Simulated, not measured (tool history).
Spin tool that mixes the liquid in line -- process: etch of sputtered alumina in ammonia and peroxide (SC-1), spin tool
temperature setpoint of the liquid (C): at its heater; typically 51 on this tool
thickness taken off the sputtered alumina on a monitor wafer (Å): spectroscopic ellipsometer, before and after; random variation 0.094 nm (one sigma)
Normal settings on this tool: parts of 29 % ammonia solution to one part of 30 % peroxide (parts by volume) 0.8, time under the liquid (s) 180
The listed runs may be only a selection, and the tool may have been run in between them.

run,day,temperature setpoint of the liquid (C),parts of 29 % ammonia solution to one part of 30 % peroxide (parts by volume),time under the liquid (s),wafers since the last listed run,hours since the thermometer was replaced,hours since the ammonia flow meter was replaced,hours since the heated supply line was repaired,hours since the drum of ammonia solution was connected,hours since the gauge calibration,"read-back film thickness of the sputtered alumina reference wafer, read on the same gauge (nm)",thickness taken off the sputtered alumina on a monitor wafer (Å)
1,0,51,0.8,180,0,1165.9,745.3,3068.6,286.5,2599,29.99,90.7
2,3.1,51,0.8,180,629,1240.3,819.7,3143,360.9,2673.4,30,89.5
3,4.642,51,1.1,210,312,1277.3,856.7,3180,397.9,2710.4,30,108
4,6.55,51,1.1,210,387,1323.1,902.5,3225.8,443.7,2756.2,29.98,108.1
# day 8.092: new drum of ammonia solution connected
# day 8.783: thermometer replaced
5,10.025,51,1.1,210,688,29.8,985.9,3309.2,46.4,2839.6,29.97,108.3
# day 11.462: ammonia flow meter replaced
6,13.929,51,0.8,100,783,123.5,59.2,3402.9,140.1,2933.3,30.01,49.2
7,15.612,51,0.65,180,341,163.9,99.6,3443.3,180.5,2973.7,30.01,87.4
8,17.221,45,1.2,265,326,202.5,138.2,3481.9,219.1,3012.3,30.02,96.1
9,20.296,57.5,0.45,180,624,276.3,212,3555.7,292.9,3086.1,29.99,118
# day 20.442: gauge calibrated
10,23.625,51,1.15,180,675,356.2,291.9,3635.6,372.8,76.4,30.01,90.4
# day 24.55: heated supply line repaired
11,27.212,51,0.8,180,719,442.3,378,63.9,458.9,162.5,29.99,96.5

Forecast run 12:
# day 28.871: new drum of ammonia solution connected
12,30.912,51,0.8,180,742,531.1,466.8,152.7,49,251.3,?,?

{"run 12": {"read-back film thickness of the sputtered alumina reference wafer, read on the same gauge (nm)": 30.04, "thickness taken off the sputtered alumina on a monitor wafer (Å)": 96.6}}
Had the tool carried no hidden state, the very same run would have given thickness taken off the sputtered alumina on a monitor wafer (Å) 97.3.

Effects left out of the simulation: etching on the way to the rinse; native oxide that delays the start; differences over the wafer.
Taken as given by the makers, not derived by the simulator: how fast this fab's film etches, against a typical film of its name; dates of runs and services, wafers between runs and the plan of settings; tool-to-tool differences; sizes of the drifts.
